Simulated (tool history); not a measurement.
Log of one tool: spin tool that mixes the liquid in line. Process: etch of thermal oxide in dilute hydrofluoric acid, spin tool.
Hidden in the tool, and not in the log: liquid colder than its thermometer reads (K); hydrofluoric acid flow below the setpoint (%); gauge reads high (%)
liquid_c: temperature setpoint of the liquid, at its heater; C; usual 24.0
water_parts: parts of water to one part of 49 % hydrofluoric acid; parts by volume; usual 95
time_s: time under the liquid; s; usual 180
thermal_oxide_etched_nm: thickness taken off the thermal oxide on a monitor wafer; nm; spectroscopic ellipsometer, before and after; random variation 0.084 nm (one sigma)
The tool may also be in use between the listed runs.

run	hour	liquid_c	water_parts	time_s	wafers since the last listed run	hours since the thermometer was replaced	hours since the hydrofluoric acid flow meter was replaced	hours since the gauge calibration	read-back film thickness of the thermal oxide reference wafer, read on the same gauge (nm)	thermal_oxide_etched_nm
1	0.0	24.0	95	180	0	204.6	244.6	1942.7	66.40	8.13
2	217.3	21.0	65	180	2317	421.9	461.9	2160.0	65.95	11.09
3	312.6	21.0	65	180	1016	517.2	557.2	2255.3	65.73	11.24
4	409.8	24.0	95	110	1036	614.4	654.4	2352.5	65.48	5.09
# hour 445.1: hydrofluoric acid flow meter replaced
5	503.5	24.0	95	110	988	708.1	58.4	2446.2	65.33	5.09
6	560.2	26.0	95	255	604	764.8	115.1	2502.9	65.20	12.47
7	614.8	26.0	95	180	582	819.4	169.7	2557.5	65.09	8.74
8	677.9	25.5	125	180	672	882.5	232.8	2620.6	64.94	6.39
9	714.0	25.5	125	180	385	918.6	268.9	2656.7	64.90	6.36
10	777.5	25.5	125	180	677	982.1	332.4	2720.2	64.77	6.27
11	857.3	22.0	125	180	851	1061.9	412.2	2800.0	64.56	5.52
12	906.9	22.0	125	180	529	1111.5	461.8	2849.6	64.44	5.43
13	960.3	24.0	65	180	569	1164.9	515.2	2903.0	64.34	12.37
14	1021.7	19.5	110	225	654	1226.3	576.6	2964.4	64.23	7.18
15	1077.0	26.0	55	275	589	1281.6	631.9	3019.7	64.10	24.33
16	1180.1	24.0	95	180	1099	1384.7	735.0	3122.8	63.89	7.98
# hour 1238.0: hydrofluoric acid flow meter replaced
# hour 1263.1: gauge calibrated
17	1280.6	21.0	65	180	1061	1485.2	42.6	17.5	69.77	11.83
18	1366.3	24.0	95	180	914	1570.9	128.3	103.2	69.59	8.78
19	1417.1	19.5	75	105	541	1621.7	179.1	154.0	69.52	5.49
20	1515.6	25.5	145	220	1050	1720.2	277.6	252.5	69.31	7.06
21	1621.8	24.0	95	180	1132	1826.4	383.8	358.7	69.03	8.71
22	1728.0	21.5	60	275	1132	1932.6	490.0	464.9	68.84	19.70
# hour 1748.5: thermometer replaced
23	1823.8	24.0	80	180	1011	75.3	585.8	560.7	68.66	10.26
# hour 1879.6: hydrofluoric acid flow meter replaced
24	1912.5	25.5	140	235	935	164.0	32.9	649.4	68.43	7.63
25	1976.8	22.5	50	135	685	228.3	97.2	713.7	68.30	12.10
26	2105.0	20.0	95	275	1367	356.5	225.4	841.9	68.03	11.15
27	2171.3	24.0	95	180	707	422.8	291.7	908.2	67.90	8.53
28	2271.6	29.0	50	180	1069	523.1	392.0	1008.5	67.66	20.85
29	2319.6	24.0	50	270	511	571.1	440.0	1056.5	67.60	25.46
30	2365.9	26.5	65	180	493	617.4	486.3	1102.8	67.46	14.50
31	2460.5	20.5	125	285	1008	712.0	580.9	1197.4	67.27	8.49

Run 32 comes next. What will it give?
# hour 2521.4: hydrofluoric acid flow meter replaced
32	2526.5	24.0	60	150	693	778.0	5.1	1263.4	?	?

{"run 32": {"read-back film thickness of the thermal oxide reference wafer, read on the same gauge (nm)": 67.17, "thermal_oxide_etched_nm": 11.48}}
Without the tool's hidden state the same run would have given thermal_oxide_etched_nm 11.97 nm.

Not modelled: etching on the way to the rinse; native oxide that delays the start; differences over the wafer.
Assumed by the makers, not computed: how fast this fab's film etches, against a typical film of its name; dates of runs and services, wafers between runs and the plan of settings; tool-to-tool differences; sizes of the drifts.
